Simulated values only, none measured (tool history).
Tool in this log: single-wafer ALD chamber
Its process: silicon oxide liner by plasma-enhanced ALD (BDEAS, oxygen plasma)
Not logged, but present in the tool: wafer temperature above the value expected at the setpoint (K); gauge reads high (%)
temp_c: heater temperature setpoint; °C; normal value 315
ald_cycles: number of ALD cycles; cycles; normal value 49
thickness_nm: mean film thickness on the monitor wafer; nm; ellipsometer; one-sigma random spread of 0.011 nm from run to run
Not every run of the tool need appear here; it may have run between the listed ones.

run    hour  temp_c  ald_cycles  wafers since the last listed run  hours since the last thermocouple change  hours since the gauge calibration  read-back reference wafer on the same gauge, thickness_nm  thickness_nm
  1       0     315          49                                 0                                     863.8                               73.2                                                      3.944         4.275
  2    68.2     315          49                               380                                       932                              141.4                                                      3.942         4.294
  3   122.2     315          42                               301                                       986                              195.4                                                      3.941         3.677
  4   187.1     315          49                               362                                    1050.9                              260.3                                                      3.942         4.284
  5   221.4     315          49                               191                                    1085.2                              294.6                                                      3.942         4.288
  6   288.6     315          49                               375                                    1152.4                              361.8                                                      3.942         4.303
        355  -- thermocouple changed; heater temperature recalibrated
  7   355.5     315          49                               328                                       0.5                              428.7                                                      3.939          4.22
  8     414     315          49                               326                                        59                              487.2                                                      3.941         4.237
  9   534.2     307          49                               670                                     179.2                              607.4                                                      3.938         4.266
 10   563.3     315          49                               162                                     208.3                              636.5                                                      3.938         4.233
 11   613.3     315          49                               279                                     258.3                              686.5                                                      3.939          4.22
 12   685.2     315          49                               401                                     330.2                              758.4                                                      3.944         4.218
 13   741.4     312          49                               313                                     386.4                              814.6                                                      3.938         4.247
 14   772.2     312          49                               171                                     417.2                              845.4                                                      3.943          4.24
 15   809.2     312          49                               206                                     454.2                              882.4                                                       3.94         4.241
      836.8  -- thermocouple changed; heater temperature recalibrated, repeated, since the last time left the tool worse
 16   841.8     315          49                               137                                         5                                915                                                      3.939         4.276
 17   875.1     315          49                               185                                      38.3                              948.3                                                       3.94         4.269
 18   936.5     315          49                               342                                      99.7                             1009.7                                                      3.937         4.269
 19  1000.5     315          49                               357                                     163.7                             1073.7                                                      3.938         4.258
 20  1067.9     307          43                               376                                     231.1                             1141.1                                                      3.944         3.789
 21  1130.7     307          43                               350                                     293.9                             1203.9                                                      3.946         3.784
 22  1189.8     315          49                               329                                       353                               1263                                                      3.938         4.264
 23    1224     315          42                               190                                     387.2                             1297.2                                                      3.938         3.675
 24  1267.2     307          42                               241                                     430.4                             1340.4                                                       3.94         3.685

Forecast run 25:
 25  1304.6     326          52                               208                                     467.8                             1377.8                                                          ?             ?

{"run 25": {"read-back reference wafer on the same gauge, thickness_nm": 3.942, "thickness_nm": 4.458}}
With the hidden condition absent and the run-to-run variation left alone, this run would have shown thickness_nm 4.455 nm.
